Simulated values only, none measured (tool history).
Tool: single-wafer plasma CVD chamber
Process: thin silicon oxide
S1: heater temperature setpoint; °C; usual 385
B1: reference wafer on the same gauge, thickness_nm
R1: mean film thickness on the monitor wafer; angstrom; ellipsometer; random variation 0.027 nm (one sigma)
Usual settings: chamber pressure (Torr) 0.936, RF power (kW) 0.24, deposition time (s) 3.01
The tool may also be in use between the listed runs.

Run 1, hour 0: usual settings; B1 6.065. Result: R1 50.28 angstrom.
Run 2, hour 48.2: usual settings; B1 6.045. Result: R1 50.08 angstrom.
Run 3, hour 140: usual settings; B1 6.049. Result: R1 49.97 angstrom.
Run 4, hour 222.1: usual settings; B1 6.056. Result: R1 50.54 angstrom.
At hour 235.1: gauge calibrated.
Run 5, hour 307.8: usual settings; B1 6.059. Result: R1 50.16 angstrom.
Run 6, hour 358.9: usual settings; B1 6.059. Result: R1 49.63 angstrom.
At hour 419.2: thermocouple changed; heater temperature recalibrated.
Run 7, hour 437.8: usual settings; B1 6.055. Result: R1 49.82 angstrom.
Run 8, hour 517.3: usual settings; B1 6.042. Result: R1 49.01 angstrom.
Run 9, hour 579.6: usual settings but S1 396 °C, chamber pressure (Torr) 1.055; B1 6.056. Result: R1 52.52 angstrom.
Run 10, hour 645.5: usual settings but chamber pressure (Torr) 1.011; B1 6.05. Result: R1 50.77 angstrom.
Run 11, hour 719.6: usual settings but RF power (kW) 0.285; B1 6.054. Result: R1 54.82 angstrom.
Run 12, hour 819.3: usual settings; B1 6.049. Result: R1 47.99 angstrom.
Run 13, hour 908: usual settings but RF power (kW) 0.21, deposition time (s) 3.49; B1 6.052. Result: R1 49.7 angstrom.
Run 14, hour 992.2: usual settings but RF power (kW) 0.205; B1 6.056. Result: R1 40.88 angstrom.
Run 15, hour 1033.8: usual settings but deposition time (s) 2.82; B1 6.056. Result: R1 44.36 angstrom.
At hour 1044.5: RF generator calibrated.
Run 16, hour 1078.8: usual settings but S1 371 °C, chamber pressure (Torr) 1.015, RF power (kW) 0.285, deposition time (s) 2.82; B1 6.06. Result: R1 55.13 angstrom.
Run 17, hour 1174.5: usual settings but chamber pressure (Torr) 0.707, RF power (kW) 0.265; B1 6.05. Result: R1 43.74 angstrom.
Run 18, hour 1224.7: usual settings but S1 394 °C, chamber pressure (Torr) 1.155, RF power (kW) 0.225, deposition time (s) 2.5; B1 6.068. Result: R1 43.36 angstrom.
Run 19, hour 1306.6: usual settings but deposition time (s) 2.55; B1 6.05. Result: R1 41.77 angstrom.
Run 20, hour 1377.9: usual settings; B1 6.034. Result: R1 48.34 angstrom.
At hour 1446.5: capacitance manometer re-zeroed and calibrated.
Run 21, hour 1472.6: usual settings but RF power (kW) 0.27, deposition time (s) 3.55; B1 6.055. Result: R1 63.94 angstrom.
At hour 1492.6: showerhead replaced.
Run 22, hour 1552.5: usual settings but S1 377 °C, deposition time (s) 2.53; B1 6.053. Result: R1 42.17 angstrom.
Run 23, hour 1618.2: usual settings but deposition time (s) 3.16; B1 6.042. Result: R1 52.74 angstrom.
Run 24, hour 1710.7: usual settings but chamber pressure (Torr) 1.042; B1 6.042. Result: R1 52.57 angstrom.
Run 25, hour 1758.4: usual settings but S1 377 °C, RF power (kW) 0.285; B1 6.05. Result: R1 55.93 angstrom.
Run 26, hour 1797.3: usual settings; B1 6.058. Result: R1 49.36 angstrom.
Run 27, hour 1888.2: usual settings but S1 394 °C, chamber pressure (Torr) 0.801, RF power (kW) 0.205, deposition time (s) 2.69; B1 6.032. Result: R1 34.05 angstrom.
Run 28, hour 1932.3: usual settings but S1 400 °C, chamber pressure (Torr) 0.773, RF power (kW) 0.285; B1 6.045. Result: R1 48.03 angstrom.
At hour 2115: RF generator calibrated.
Run 29, hour 2164.8: usual settings; B1 6.045. Result: R1 50.15 angstrom.

Forecast each of these 3 alternatives for the next run:
Run A, hour 2165.2: usual settings but RF power (kW) 0.28; B1 ?. Result: R1 ?.
Run B, hour 2165.2: usual settings but S1 378 °C, chamber pressure (Torr) 1.154; B1 ?. Result: R1 ?.
Run C, hour 2165.2: usual settings but deposition time (s) 3.34; B1 ?. Result: R1 ?.

run     B1     R1
  A  6.045  56.07
  B  6.045  56.83
  C  6.045  55.93
Without the tool's hidden state the same runs would have given:
run     R1
  A  56.31
  B  57.05
  C  56.18

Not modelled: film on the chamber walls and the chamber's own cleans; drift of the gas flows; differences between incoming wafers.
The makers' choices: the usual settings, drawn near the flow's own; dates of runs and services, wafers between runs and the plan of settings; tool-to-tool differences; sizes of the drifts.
